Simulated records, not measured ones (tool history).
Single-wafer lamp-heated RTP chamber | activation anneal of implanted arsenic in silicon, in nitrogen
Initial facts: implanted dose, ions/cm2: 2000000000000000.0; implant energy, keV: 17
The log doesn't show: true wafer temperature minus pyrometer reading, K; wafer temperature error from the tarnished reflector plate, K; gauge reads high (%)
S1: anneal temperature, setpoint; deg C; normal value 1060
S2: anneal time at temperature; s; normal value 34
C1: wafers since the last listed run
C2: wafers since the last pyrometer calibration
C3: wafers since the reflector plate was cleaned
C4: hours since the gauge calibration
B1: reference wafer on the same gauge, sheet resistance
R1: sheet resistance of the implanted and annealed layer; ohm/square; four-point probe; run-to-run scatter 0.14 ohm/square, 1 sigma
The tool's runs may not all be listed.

| run | day | S1 | S2 | C1 | C2 | C3 | C4 | B1 | R1 |
|---|---|---|---|---|---|---|---|---|---|
| 1 | 0.000 | 1060 | 34 | 0 | 749 | 852 | 633.8 | 60.49 | 67.70 |
|  | 1.271 | gauge calibrated |
| 2 | 1.379 | 1060 | 34 | 288 | 1037 | 1141 | 2.6 | 60.48 | 67.70 |
| 3 | 1.929 | 1060 | 34 | 114 | 1152 | 1255 | 15.8 | 60.48 | 67.70 |
| 4 | 2.988 | 1060 | 34 | 221 | 1373 | 1477 | 41.2 | 60.50 | 67.74 |
| 5 | 4.317 | 1060 | 34 | 277 | 1651 | 1754 | 73.1 | 60.48 | 67.40 |
| 6 | 5.342 | 1060 | 34 | 214 | 1865 | 1969 | 97.7 | 60.47 | 66.95 |
| 7 | 6.133 | 1060 | 34 | 165 | 2030 | 2134 | 116.7 | 60.52 | 66.87 |
| 8 | 6.633 | 1060 | 34 | 104 | 2135 | 2239 | 128.7 | 60.42 | 67.15 |
|  | 7.088 | pyrometer window cleaned and pyrometer calibrated |
| 9 | 7.179 | 1060 | 34 | 44 | 19 | 2283 | 141.8 | 60.43 | 67.78 |
| 10 | 8.583 | 1046 | 34 | 293 | 312 | 2576 | 175.5 | 60.53 | 72.50 |
| 11 | 9.617 | 1046 | 34 | 215 | 528 | 2792 | 200.3 | 60.55 | 72.69 |
| 12 | 10.383 | 1046 | 34 | 160 | 689 | 2953 | 218.7 | 60.56 | 72.53 |
| 13 | 11.696 | 1060 | 49 | 274 | 963 | 3227 | 250.2 | 60.48 | 62.64 |
| 14 | 12.817 | 1060 | 34 | 234 | 1197 | 3461 | 277.1 | 60.46 | 67.26 |
| 15 | 13.675 | 1036 | 34 | 179 | 1377 | 3641 | 297.7 | 60.49 | 76.32 |
| 16 | 14.942 | 1047 | 49 | 264 | 1641 | 3905 | 328.1 | 60.50 | 66.37 |
| 17 | 15.471 | 1060 | 34 | 110 | 1752 | 4016 | 340.8 | 60.46 | 66.99 |
| 18 | 16.500 | 1060 | 34 | 215 | 1967 | 4231 | 365.5 | 60.46 | 66.49 |
| 19 | 17.308 | 1043 | 27 | 168 | 2136 | 4400 | 384.9 | 60.44 | 76.33 |

Expected results for the next run?
| 20 | 18.079 | 1068 | 41 | 161 | 2297 | 4561 | 403.4 | ? | ? |

Run 20 yielded B1 60.52, R1 61.91 ohm/square.
Were there no unlogged condition in the tool, this run, its random variation unchanged, would have produced R1 63.71 ohm/square.
